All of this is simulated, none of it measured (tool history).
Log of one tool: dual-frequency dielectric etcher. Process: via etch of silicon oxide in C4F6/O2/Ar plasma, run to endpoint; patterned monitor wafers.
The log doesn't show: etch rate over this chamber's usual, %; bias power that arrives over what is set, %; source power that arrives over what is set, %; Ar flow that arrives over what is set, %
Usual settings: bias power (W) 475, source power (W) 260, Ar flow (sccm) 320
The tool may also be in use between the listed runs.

run	hour	bias power (W)	source power (W)	Ar flow (sccm)	wafers since the last listed run	hours since the last wet clean	hours since the last bias power generator calibration	hours since the last source power generator calibration	hours since the last Ar flow controller change	hours since the last upper electrode change	incoming incoming film thickness, nm	endpoint time (s)
1	0.0	475	310	320	0	340.8	2462.5	2526.9	4728.1	1995.0	119.9	30.2
2	11.1	475	310	320	105	351.9	2473.6	2538.0	4739.2	2006.1	119.8	30.4
3	22.7	523	230	320	110	363.5	2485.2	2549.6	4750.8	2017.7	119.3	32.1
4	39.0	523	230	320	154	379.8	2501.5	2565.9	4767.1	2034.0	119.1	31.9
5	46.1	475	260	320	67	386.9	2508.6	2573.0	4774.2	2041.1	121.2	31.9
6	54.6	475	260	320	80	395.4	2517.1	2581.5	4782.7	2049.6	120.3	31.7
# hour 78.0: source power generator calibrated
# hour 93.4: wet clean of the chamber
7	93.9	475	260	320	188	0.5	2556.4	15.9	4822.0	2088.9	119.8	33.6
# hour 128.1: upper electrode replaced
8	128.6	475	260	320	101	35.2	2591.1	50.6	4856.7	0.5	120.1	33.7
9	135.1	475	260	320	61	41.7	2597.6	57.1	4863.2	7.0	119.9	33.4
10	143.0	406	310	320	74	49.6	2605.5	65.0	4871.1	14.9	120.5	33.3
# hour 151.4: Ar flow controller replaced
11	157.6	475	260	320	81	64.2	2620.1	79.6	6.2	29.5	120.5	33.6
12	171.7	475	290	320	133	78.3	2634.2	93.7	20.3	43.6	120.3	32.4
# hour 175.8: bias power generator calibrated
13	178.5	475	320	373	26	85.1	2.7	100.5	27.1	50.4	120.7	32.0
14	191.0	577	210	320	118	97.6	15.2	113.0	39.6	62.9	120.0	33.3
15	201.1	475	260	320	95	107.7	25.3	123.1	49.7	73.0	119.1	33.1
16	212.7	544	210	275	110	119.3	36.9	134.7	61.3	84.6	120.0	33.4
17	223.2	541	230	369	99	129.8	47.4	145.2	71.8	95.1	119.3	33.3
18	232.5	406	310	320	88	139.1	56.7	154.5	81.1	104.4	122.0	33.7

Forecast each of these 4 alternatives for the next run:
A	232.9	475	300	320	3	139.5	57.1	154.9	81.5	104.8	119.5	?
B	232.9	475	320	264	3	139.5	57.1	154.9	81.5	104.8	119.5	?
C	232.9	444	310	370	3	139.5	57.1	154.9	81.5	104.8	119.5	?
D	232.9	475	260	242	3	139.5	57.1	154.9	81.5	104.8	119.5	?

run	endpoint time (s)
A	31.9
B	30.7
C	32.7
D	32.5
Without the tool's hidden state the same runs would have given:
run	endpoint time (s)
A	32.5
B	31.3
C	33.3
D	33.1
